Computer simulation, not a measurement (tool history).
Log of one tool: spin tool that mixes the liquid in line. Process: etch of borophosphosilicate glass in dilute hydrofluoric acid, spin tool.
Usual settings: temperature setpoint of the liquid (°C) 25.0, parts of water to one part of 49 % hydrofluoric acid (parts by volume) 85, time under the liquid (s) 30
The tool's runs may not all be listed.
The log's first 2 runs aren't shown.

run,hour,temperature setpoint of the liquid (°C),parts of water to one part of 49 % hydrofluoric acid (parts by volume),time under the liquid (s),"read-back film thickness of the borophosphosilicate glass reference wafer, read on the same gauge (nm)",thickness taken off the borophosphosilicate glass on a monitor wafer (angstrom)
3,269.2,25.0,85,30,60.02,213.6
4,327.4,25.0,85,30,59.94,211.4
5,409.6,25.0,85,25,60.07,177.6
6,461.7,25.0,85,20,59.98,142.3
# hour 698.0: thermometer replaced
7,744.3,28.5,85,30,60.04,239.8
8,794.9,25.0,85,30,60.01,211.3
9,879.7,20.5,85,45,60.05,267.5
10,937.6,25.0,85,30,59.94,215.8
11,975.4,20.5,110,25,59.99,113.6
12,1081.5,25.0,85,30,59.99,214.3
13,1121.7,25.0,55,30,60.02,352.7
14,1174.0,25.0,85,30,59.97,212.5
15,1210.7,29.5,75,15,60.02,149.0
# hour 1228.9: hydrofluoric acid flow meter replaced
16,1251.8,22.0,105,30,59.97,149.8
17,1306.3,23.0,70,20,60.00,160.2
# hour 1365.9: gauge calibrated
18,1408.2,27.5,65,20,60.04,215.9
19,1488.8,23.0,85,40,59.95,263.1
# hour 1570.6: thermometer replaced
20,1578.0,27.0,85,30,60.04,230.0
21,1743.8,25.0,85,30,59.97,214.1
22,1847.7,25.0,85,40,60.05,286.0
23,1945.8,25.0,85,50,60.01,350.8
24,2032.6,21.5,50,30,60.02,322.2

Forecast run 25:
25,2114.0,25.0,60,20,?,?

read-back film thickness of the borophosphosilicate glass reference wafer, read on the same gauge (nm): 60.02
thickness taken off the borophosphosilicate glass on a monitor wafer (angstrom): 210.4
Without the tool's hidden state the same run would have given thickness taken off the borophosphosilicate glass on a monitor wafer (angstrom) 210.4.
